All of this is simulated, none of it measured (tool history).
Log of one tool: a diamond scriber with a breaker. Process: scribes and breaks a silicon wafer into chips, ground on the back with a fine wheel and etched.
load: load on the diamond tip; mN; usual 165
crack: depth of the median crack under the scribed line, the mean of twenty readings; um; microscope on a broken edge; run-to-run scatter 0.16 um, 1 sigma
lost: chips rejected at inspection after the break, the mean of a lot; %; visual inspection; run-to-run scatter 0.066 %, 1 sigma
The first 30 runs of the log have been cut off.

run    hour  load  incoming depth of the damage left on the back of the incoming wafer, um  crack  lost
 31    1510   165                                                                     0.68  12.36  1.22
     1518.5  -- load on the tip recalibrated
 32  1566.5   131                                                                     0.72  11.21  4.98
 33  1627.6   186                                                                     0.32  13.43  1.18
 34  1653.7   138                                                                     0.63  11.62  4.11
 35    1678   208                                                                     0.35  13.81  2.04
 36  1719.3   165                                                                      0.3  12.22   1.6
 37  1844.5   179                                                                     0.71  12.62  1.08
 38  1891.2   143                                                                      0.7  11.88  4.62
 39  1951.3   116                                                                     0.56  10.68  9.85
 40  2010.5   185                                                                     0.48  13.04  1.12

5 ways to go on from here, each from the tool as it stands after run 40. What would each give?
  A  2011   165                                                                     0.38      ?     ?
  B  2011   135                                                                     0.38      ?     ?
  C  2011   142                                                                     0.38      ?     ?
  D  2011   149                                                                     0.38      ?     ?
  E  2011   140                                                                     0.38      ?     ?

run  crack  lost
  A  12.42  1.83
  B  11.41  5.63
  C  11.65  4.42
  D  11.89  3.41
  E  11.58  4.74
Without the tool's unlogged condition, the same runs would have read:
run  crack  lost
  A  13.17  1.06
  B  12.09   2.7
  C  12.35     2
  D   12.6   1.5
  E  12.27  2.18
